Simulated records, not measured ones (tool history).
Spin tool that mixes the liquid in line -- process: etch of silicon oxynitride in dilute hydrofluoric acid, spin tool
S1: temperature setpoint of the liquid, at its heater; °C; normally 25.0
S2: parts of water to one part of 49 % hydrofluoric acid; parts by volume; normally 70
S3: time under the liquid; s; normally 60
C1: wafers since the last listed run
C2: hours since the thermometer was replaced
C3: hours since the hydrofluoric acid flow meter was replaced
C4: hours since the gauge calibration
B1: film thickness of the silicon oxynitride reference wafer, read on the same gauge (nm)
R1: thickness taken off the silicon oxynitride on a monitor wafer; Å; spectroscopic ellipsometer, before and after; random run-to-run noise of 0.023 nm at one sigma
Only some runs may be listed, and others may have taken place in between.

{"run": 1, "hour": 0.0, "S1": 22.0, "S2": 70, "S3": 60, "C1": 0, "C2": 1080.8, "C3": 2056.9, "C4": 937.6, "B1": 69.971, "R1": 35.79}
{"run": 2, "hour": 91.9, "S1": 22.0, "S2": 70, "S3": 60, "C1": 711, "C2": 1172.7, "C3": 2148.8, "C4": 1029.5, "B1": 69.973, "R1": 36.1}
{"run": 3, "hour": 161.1, "S1": 25.0, "S2": 70, "S3": 60, "C1": 536, "C2": 1241.9, "C3": 2218.0, "C4": 1098.7, "B1": 70.008, "R1": 41.23}
{"run": 4, "hour": 210.9, "S1": 25.0, "S2": 70, "S3": 60, "C1": 385, "C2": 1291.7, "C3": 2267.8, "C4": 1148.5, "B1": 70.003, "R1": 41.21}
{"hour": 229.8, "done": "hydrofluoric acid flow meter replaced"}
{"run": 5, "hour": 287.5, "S1": 25.0, "S2": 70, "S3": 60, "C1": 585, "C2": 1368.3, "C3": 57.7, "C4": 1225.1, "B1": 70.012, "R1": 41.54}
{"run": 6, "hour": 329.1, "S1": 25.0, "S2": 70, "S3": 60, "C1": 322, "C2": 1409.9, "C3": 99.3, "C4": 1266.7, "B1": 69.97, "R1": 41.84}
{"run": 7, "hour": 409.6, "S1": 25.0, "S2": 70, "S3": 60, "C1": 623, "C2": 1490.4, "C3": 179.8, "C4": 1347.2, "B1": 69.988, "R1": 41.19}
{"run": 8, "hour": 467.9, "S1": 25.0, "S2": 70, "S3": 60, "C1": 451, "C2": 1548.7, "C3": 238.1, "C4": 1405.5, "B1": 70.013, "R1": 41.58}
{"run": 9, "hour": 750.7, "S1": 25.0, "S2": 70, "S3": 60, "C1": 2190, "C2": 1831.5, "C3": 520.9, "C4": 1688.3, "B1": 70.04, "R1": 41.22}
{"run": 10, "hour": 851.5, "S1": 25.0, "S2": 70, "S3": 60, "C1": 780, "C2": 1932.3, "C3": 621.7, "C4": 1789.1, "B1": 69.974, "R1": 40.73}
{"run": 11, "hour": 896.4, "S1": 25.0, "S2": 70, "S3": 60, "C1": 347, "C2": 1977.2, "C3": 666.6, "C4": 1834.0, "B1": 69.984, "R1": 41.53}
{"run": 12, "hour": 935.3, "S1": 25.0, "S2": 70, "S3": 35, "C1": 301, "C2": 2016.1, "C3": 705.5, "C4": 1872.9, "B1": 70.016, "R1": 24.15}
{"run": 13, "hour": 1011.3, "S1": 25.0, "S2": 70, "S3": 35, "C1": 588, "C2": 2092.1, "C3": 781.5, "C4": 1948.9, "B1": 69.989, "R1": 23.9}
{"run": 14, "hour": 1156.3, "S1": 25.0, "S2": 70, "S3": 60, "C1": 1123, "C2": 2237.1, "C3": 926.5, "C4": 2093.9, "B1": 70.018, "R1": 40.89}
{"run": 15, "hour": 1200.9, "S1": 25.0, "S2": 70, "S3": 60, "C1": 345, "C2": 2281.7, "C3": 971.1, "C4": 2138.5, "B1": 69.998, "R1": 40.9}
{"run": 16, "hour": 1249.8, "S1": 28.5, "S2": 70, "S3": 60, "C1": 378, "C2": 2330.6, "C3": 1020.0, "C4": 2187.4, "B1": 69.972, "R1": 48.86}
{"hour": 1267.8, "done": "thermometer replaced"}
{"run": 17, "hour": 1295.6, "S1": 25.0, "S2": 70, "S3": 60, "C1": 347, "C2": 27.8, "C3": 1065.8, "C4": 2233.2, "B1": 70.008, "R1": 41.06}
{"run": 18, "hour": 1346.5, "S1": 25.0, "S2": 70, "S3": 60, "C1": 394, "C2": 78.7, "C3": 1116.7, "C4": 2284.1, "B1": 69.992, "R1": 41.18}
{"run": 19, "hour": 1417.1, "S1": 25.0, "S2": 70, "S3": 60, "C1": 546, "C2": 149.3, "C3": 1187.3, "C4": 2354.7, "B1": 69.96, "R1": 41.17}
{"run": 20, "hour": 1466.1, "S1": 26.5, "S2": 100, "S3": 60, "C1": 379, "C2": 198.3, "C3": 1236.3, "C4": 2403.7, "B1": 70.013, "R1": 30.13}
{"run": 21, "hour": 1513.7, "S1": 29.0, "S2": 70, "S3": 35, "C1": 368, "C2": 245.9, "C3": 1283.9, "C4": 2451.3, "B1": 69.989, "R1": 29.0}
{"run": 22, "hour": 1605.8, "S1": 21.5, "S2": 70, "S3": 45, "C1": 713, "C2": 338.0, "C3": 1376.0, "C4": 2543.4, "B1": 69.98, "R1": 26.16}
{"hour": 1643.7, "done": "gauge calibrated"}
{"run": 23, "hour": 1874.0, "S1": 25.0, "S2": 70, "S3": 60, "C1": 2077, "C2": 606.2, "C3": 1644.2, "C4": 230.3, "B1": 69.967, "R1": 41.76}
{"run": 24, "hour": 1962.3, "S1": 25.0, "S2": 70, "S3": 60, "C1": 683, "C2": 694.5, "C3": 1732.5, "C4": 318.6, "B1": 69.991, "R1": 41.09}
{"hour": 1975.5, "done": "hydrofluoric acid flow meter replaced"}
{"run": 25, "hour": 2234.1, "S1": 25.0, "S2": 70, "S3": 60, "C1": 2097, "C2": 966.3, "C3": 258.6, "C4": 590.4, "B1": 69.989, "R1": 40.99}
{"run": 26, "hour": 2273.4, "S1": 29.0, "S2": 95, "S3": 75, "C1": 304, "C2": 1005.6, "C3": 297.9, "C4": 629.7, "B1": 69.991, "R1": 44.42}
{"run": 27, "hour": 2351.8, "S1": 25.0, "S2": 105, "S3": 40, "C1": 607, "C2": 1084.0, "C3": 376.3, "C4": 708.1, "B1": 69.984, "R1": 18.01}
{"run": 28, "hour": 2440.2, "S1": 23.0, "S2": 70, "S3": 85, "C1": 684, "C2": 1172.4, "C3": 464.7, "C4": 796.5, "B1": 70.037, "R1": 53.62}
{"run": 29, "hour": 2615.2, "S1": 20.5, "S2": 45, "S3": 95, "C1": 1355, "C2": 1347.4, "C3": 639.7, "C4": 971.5, "B1": 69.998, "R1": 83.78}
{"run": 30, "hour": 2667.8, "S1": 29.0, "S2": 55, "S3": 60, "C1": 407, "C2": 1400.0, "C3": 692.3, "C4": 1024.1, "B1": 70.03, "R1": 64.3}

Consider 3 possible next runs. They are alternatives, not a sequence: every one starts from the tool as it was left by run 30. What does each give?
{"run": "A", "hour": 2668.2, "S1": 25.0, "S2": 70, "S3": 60, "C1": 3, "C2": 1400.4, "C3": 692.7, "C4": 1024.5, "B1": "?", "R1": "?"}
{"run": "B", "hour": 2668.2, "S1": 21.0, "S2": 105, "S3": 90, "C1": 3, "C2": 1400.4, "C3": 692.7, "C4": 1024.5, "B1": "?", "R1": "?"}
{"run": "C", "hour": 2668.2, "S1": 21.0, "S2": 95, "S3": 75, "C1": 3, "C2": 1400.4, "C3": 692.7, "C4": 1024.5, "B1": "?", "R1": "?"}

run=A B1=69.992 R1=41.46
run=B B1=69.992 R1=33.25
run=C B1=69.992 R1=30.86
Had the tool no hidden state, the same runs would have come out as:
run=A R1=41.46
run=B R1=33.25
run=C R1=30.86
